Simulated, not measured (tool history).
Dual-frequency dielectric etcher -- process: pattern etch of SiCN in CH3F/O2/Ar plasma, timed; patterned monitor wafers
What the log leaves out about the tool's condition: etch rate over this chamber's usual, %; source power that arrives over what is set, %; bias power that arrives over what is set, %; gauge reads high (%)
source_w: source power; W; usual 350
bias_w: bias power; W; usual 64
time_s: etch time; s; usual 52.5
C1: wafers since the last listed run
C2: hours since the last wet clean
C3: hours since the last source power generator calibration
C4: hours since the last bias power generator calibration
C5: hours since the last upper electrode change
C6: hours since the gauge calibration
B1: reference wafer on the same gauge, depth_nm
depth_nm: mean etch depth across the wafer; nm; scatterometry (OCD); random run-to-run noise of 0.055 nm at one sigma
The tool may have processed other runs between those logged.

Run 1, hour 0: usual settings but time_s 43 s; C1 0; C2 327.6; C3 4572.7; C4 2974; C5 4599.9; C6 140.5; B1 18.8. Result: depth_nm 14.58 nm.
At hour 9.5: gauge calibrated.
Run 2, hour 13.9: usual settings but time_s 43 s; C1 193; C2 341.5; C3 4586.6; C4 2987.9; C5 4613.8; C6 4.4; B1 18.79. Result: depth_nm 14.38 nm.
Run 3, hour 19.9: usual settings but bias_w 54 W; C1 83; C2 347.5; C3 4592.6; C4 2993.9; C5 4619.8; C6 10.4; B1 18.81. Result: depth_nm 16.23 nm.
Run 4, hour 30.8: usual settings but bias_w 54 W; C1 151; C2 358.4; C3 4603.5; C4 3004.8; C5 4630.7; C6 21.3; B1 18.8. Result: depth_nm 16.14 nm.
Run 5, hour 37.7: usual settings; C1 96; C2 365.3; C3 4610.4; C4 3011.7; C5 4637.6; C6 28.2; B1 18.8. Result: depth_nm 17.56 nm.
Run 6, hour 47.3: usual settings but source_w 310 W; C1 133; C2 374.9; C3 4620; C4 3021.3; C5 4647.2; C6 37.8; B1 18.79. Result: depth_nm 16.88 nm.
Run 7, hour 57.2: usual settings but source_w 310 W; C1 137; C2 384.8; C3 4629.9; C4 3031.2; C5 4657.1; C6 47.7; B1 18.81. Result: depth_nm 16.86 nm.
At hour 83.9: upper electrode replaced.
Run 8, hour 84.4: usual settings but bias_w 58 W; C1 44; C2 412; C3 4657.1; C4 3058.4; C5 0.5; C6 74.9; B1 18.8. Result: depth_nm 16.73 nm.
Run 9, hour 84.7: usual settings; C1 4; C2 412.3; C3 4657.4; C4 3058.7; C5 0.8; C6 75.2; B1 18.81. Result: depth_nm 17.58 nm.
Run 10, hour 100.1: usual settings; C1 214; C2 427.7; C3 4672.8; C4 3074.1; C5 16.2; C6 90.6; B1 18.8. Result: depth_nm 17.41 nm.
At hour 104.8: source power generator calibrated.
Run 11, hour 109.4: usual settings but bias_w 76 W; C1 73; C2 437; C3 4.6; C4 3083.4; C5 25.5; C6 99.9; B1 18.8. Result: depth_nm 19.06 nm.
At hour 115.8: bias power generator calibrated.
Run 12, hour 117.4: usual settings but bias_w 57 W, time_s 65 s; C1 55; C2 445; C3 12.6; C4 1.6; C5 33.5; C6 107.9; B1 18.79. Result: depth_nm 20.36 nm.
Run 13, hour 127.7: usual settings; C1 143; C2 455.3; C3 22.9; C4 11.9; C5 43.8; C6 118.2; B1 18.8. Result: depth_nm 17.4 nm.
Run 14, hour 142.8: usual settings but source_w 310 W; C1 210; C2 470.4; C3 38; C4 27; C5 58.9; C6 133.3; B1 18.8. Result: depth_nm 16.86 nm.
At hour 157.6: gauge calibrated.
At hour 171.4: wet clean of the chamber.
Run 15, hour 171.9: usual settings but source_w 290 W, bias_w 49 W; C1 71; C2 0.5; C3 67.1; C4 56.1; C5 88; C6 14.3; B1 18.81. Result: depth_nm 15.12 nm.
Run 16, hour 172.2: usual settings but source_w 390 W, bias_w 57 W, time_s 41 s; C1 4; C2 0.8; C3 67.4; C4 56.4; C5 88.3; C6 14.6; B1 18.79. Result: depth_nm 13.94 nm.
Run 17, hour 172.6: usual settings; C1 5; C2 1.2; C3 67.8; C4 56.8; C5 88.7; C6 15; B1 18.8. Result: depth_nm 18.32 nm.
Run 18, hour 197.5: usual settings; C1 346; C2 26.1; C3 92.7; C4 81.7; C5 113.6; C6 39.9; B1 18.8. Result: depth_nm 18.17 nm.
Run 19, hour 210.4: usual settings but source_w 400 W, bias_w 68 W; C1 179; C2 39; C3 105.6; C4 94.6; C5 126.5; C6 52.8; B1 18.81. Result: depth_nm 19.71 nm.
Run 20, hour 226.3: usual settings but source_w 440 W; C1 221; C2 54.9; C3 121.5; C4 110.5; C5 142.4; C6 68.7; B1 18.79. Result: depth_nm 19.62 nm.

What if the next run were any one of these 5? Each begins from the tool's condition after run 20:
Run A, hour 226.7: usual settings but bias_w 57 W; C1 5; C2 55.3; C3 121.9; C4 110.9; C5 142.8; C6 69.1; B1 ?. Result: depth_nm ?.
Run B, hour 226.7: usual settings but source_w 280 W, bias_w 78 W, time_s 38 s; C1 5; C2 55.3; C3 121.9; C4 110.9; C5 142.8; C6 69.1; B1 ?. Result: depth_nm ?.
Run C, hour 226.7: usual settings but source_w 280 W; C1 5; C2 55.3; C3 121.9; C4 110.9; C5 142.8; C6 69.1; B1 ?. Result: depth_nm ?.
Run D, hour 226.7: usual settings but bias_w 49 W, time_s 41.5 s; C1 5; C2 55.3; C3 121.9; C4 110.9; C5 142.8; C6 69.1; B1 ?. Result: depth_nm ?.
Run E, hour 226.7: usual settings but source_w 300 W, bias_w 48 W, time_s 62 s; C1 5; C2 55.3; C3 121.9; C4 110.9; C5 142.8; C6 69.1; B1 ?. Result: depth_nm ?.

run    B1  depth_nm
  A  18.8     17.28
  B  18.8     13.64
  C  18.8     17.09
  D  18.8     12.65
  E  18.8     17.81
What these runs would have given with no unlogged condition in the tool:
run  depth_nm
  A     17.23
  B      13.6
  C     17.04
  D     12.62
  E     17.76
